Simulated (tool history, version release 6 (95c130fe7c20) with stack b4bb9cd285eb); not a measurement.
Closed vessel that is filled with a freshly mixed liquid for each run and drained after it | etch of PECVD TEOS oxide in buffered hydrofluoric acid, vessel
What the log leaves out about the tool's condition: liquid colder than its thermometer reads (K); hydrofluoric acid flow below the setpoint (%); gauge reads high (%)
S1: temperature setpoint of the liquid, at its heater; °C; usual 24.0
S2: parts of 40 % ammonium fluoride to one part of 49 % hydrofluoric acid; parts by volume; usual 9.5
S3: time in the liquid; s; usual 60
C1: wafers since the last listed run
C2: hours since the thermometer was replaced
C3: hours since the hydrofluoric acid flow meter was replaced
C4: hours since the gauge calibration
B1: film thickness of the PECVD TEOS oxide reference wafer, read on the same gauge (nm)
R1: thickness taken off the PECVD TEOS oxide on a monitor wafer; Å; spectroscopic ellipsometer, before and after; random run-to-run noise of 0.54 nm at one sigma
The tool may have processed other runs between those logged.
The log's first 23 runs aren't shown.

run	hour	S1	S2	S3	C1	C2	C3	C4	B1	R1
24	1484.4	22.0	9.5	60	2978	139.6	922.9	1465.7	101.93	1475.7
# hour 1524.5: gauge calibrated
25	1555.9	26.5	8.0	60	7146	211.1	994.4	31.4	100.10	2183.7
26	1607.4	24.0	11.0	60	5147	262.6	1045.9	82.9	100.14	1427.2
27	1673.1	24.0	9.5	60	6566	328.3	1111.6	148.6	100.22	1624.8
28	1726.9	24.0	9.5	60	5377	382.1	1165.4	202.4	100.31	1634.9
29	1777.4	27.5	10.5	80	5047	432.6	1215.9	252.9	100.38	2417.8
30	1920.2	22.0	7.5	60	14272	575.4	1358.7	395.7	100.51	1841.6
31	1976.0	27.5	5.5	75	5577	631.2	1414.5	451.5	100.65	4099.7
32	2029.6	22.0	13.0	35	5357	684.8	1468.1	505.1	100.74	638.9

Predict each of these 5 candidate next runs independently; none follows another, all start after run 32:
A	2030.3	25.5	9.5	60	69	685.5	1468.8	505.8	?	?
B	2030.3	19.5	13.0	80	69	685.5	1468.8	505.8	?	?
C	2030.3	21.5	6.5	75	69	685.5	1468.8	505.8	?	?
D	2030.3	20.5	9.5	30	69	685.5	1468.8	505.8	?	?
E	2030.3	28.5	12.0	60	69	685.5	1468.8	505.8	?	?

run	B1	R1
A	100.73	1771.0
B	100.73	1271.5
C	100.73	2576.3
D	100.73	673.0
E	100.73	1685.6
Take away the tool's hidden state, keep each run's random variation, and the runs would have read:
run	R1
A	1758.4
B	1262.5
C	2558.0
D	668.2
E	1673.6
